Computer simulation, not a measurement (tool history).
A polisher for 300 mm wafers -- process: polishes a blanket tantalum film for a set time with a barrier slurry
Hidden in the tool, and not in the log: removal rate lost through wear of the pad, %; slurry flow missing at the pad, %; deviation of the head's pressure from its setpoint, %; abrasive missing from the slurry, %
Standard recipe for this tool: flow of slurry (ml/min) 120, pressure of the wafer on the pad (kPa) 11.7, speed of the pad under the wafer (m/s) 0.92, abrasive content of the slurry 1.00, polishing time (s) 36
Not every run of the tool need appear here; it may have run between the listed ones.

run	hour	flow of slurry (ml/min)	pressure of the wafer on the pad (kPa)	speed of the pad under the wafer (m/s)	abrasive content of the slurry	polishing time (s)	wafers since the last listed run	wafers polished on this pad	hours since the slurry nozzle was cleaned	hours since the head pressure was calibrated	hours since the slurry blender was calibrated	incoming thickness of the incoming film, nm	film removed (angstrom)
1	0.0	120	11.7	0.92	1.15	36	0	889	41.6	311.9	131.1	278.8	505
# hour 22.6: worn pad replaced by a new one
2	24.3	105	11.7	0.92	1.00	36	191	15	65.9	336.2	155.4	286.3	478
3	39.2	120	11.7	1.02	1.00	36	140	156	80.8	351.1	170.3	277.1	529
4	61.1	120	11.7	1.02	1.00	36	206	362	102.7	373.0	192.2	277.4	522
5	78.5	120	11.7	0.92	1.00	36	164	527	120.1	390.4	209.6	284.5	474
6	114.0	120	11.7	0.92	1.00	36	334	862	155.6	425.9	245.1	278.3	473
# hour 121.7: slurry blender recalibrated
7	127.9	120	11.7	0.92	1.00	36	112	974	169.5	439.8	6.2	278.8	434
# hour 162.2: worn pad replaced by a new one
8	162.7	120	11.7	0.92	1.00	36	290	4	204.3	474.6	41.0	282.6	424
9	197.9	120	11.7	0.92	1.00	36	332	336	239.5	509.8	76.2	278.3	427
10	215.1	120	11.7	0.92	1.00	36	162	499	256.7	527.0	93.4	285.1	418
# hour 242.2: head pressure recalibrated
11	242.7	120	11.7	0.92	1.00	36	241	740	284.3	0.5	121.0	279.0	420
# hour 245.3: slurry blender recalibrated, repeated, since the last time left the tool worse
12	262.4	120	11.7	0.92	1.00	46	167	907	304.0	20.2	17.1	280.6	638
13	278.5	120	11.7	0.92	0.90	36	151	1059	320.1	36.3	33.2	281.2	489
# hour 290.4: worn pad replaced by a new one
14	309.5	120	11.7	0.92	0.90	36	254	179	351.1	67.3	64.2	278.2	478
15	331.2	120	11.7	0.92	0.85	24	204	384	372.8	89.0	85.9	285.7	311
16	352.7	120	11.7	0.92	1.00	36	202	587	394.3	110.5	107.4	282.5	494
17	383.7	155	11.7	0.92	1.00	36	292	880	425.3	141.5	138.4	282.1	515
# hour 397.4: slurry nozzle cleaned
18	409.9	120	11.7	0.92	1.00	36	237	1117	12.5	167.7	164.6	279.2	479
# hour 416.2: worn pad replaced by a new one
19	437.2	105	11.7	0.92	1.00	36	219	197	39.8	195.0	191.9	279.2	488
20	454.6	120	11.7	0.80	1.00	45	164	362	57.2	212.4	209.3	277.5	536
21	476.5	120	11.7	0.92	1.00	36	206	568	79.1	234.3	231.2	278.5	476
# hour 498.2: slurry blender recalibrated
22	511.7	90	15.2	0.92	1.00	41	313	882	114.3	269.5	13.5	283.9	692
23	529.2	120	11.7	0.92	1.00	36	165	1047	131.8	287.0	31.0	281.7	491
24	555.0	160	14.5	0.92	1.00	36	243	1290	157.6	312.8	56.8	285.1	647
# hour 560.8: worn pad replaced by a new one
25	590.2	135	15.2	0.68	1.00	36	294	277	192.8	348.0	92.0	280.2	516
26	607.4	120	11.7	0.92	0.90	36	162	439	210.0	365.2	109.2	276.8	474
27	622.7	95	11.7	1.08	1.00	27	144	584	225.3	380.5	124.5	276.7	407
28	637.8	120	15.9	0.92	1.00	36	142	726	240.4	395.6	139.6	280.4	655

3 options for the next run, each taken on its own from the tool as it stands now. Forecast them:
A	638.2	120	11.7	0.92	1.00	36	3	730	240.8	396.0	140.0	281.3	?
B	638.2	150	11.7	0.92	1.00	25	3	730	240.8	396.0	140.0	281.3	?
C	638.2	120	15.2	1.02	0.80	28	3	730	240.8	396.0	140.0	281.3	?

run	film removed (angstrom)
A	489
B	353
C	492
The same runs, with their run-to-run variation unchanged, on a tool lacking any hidden condition would have given:
run	film removed (angstrom)
A	497
B	359
C	502
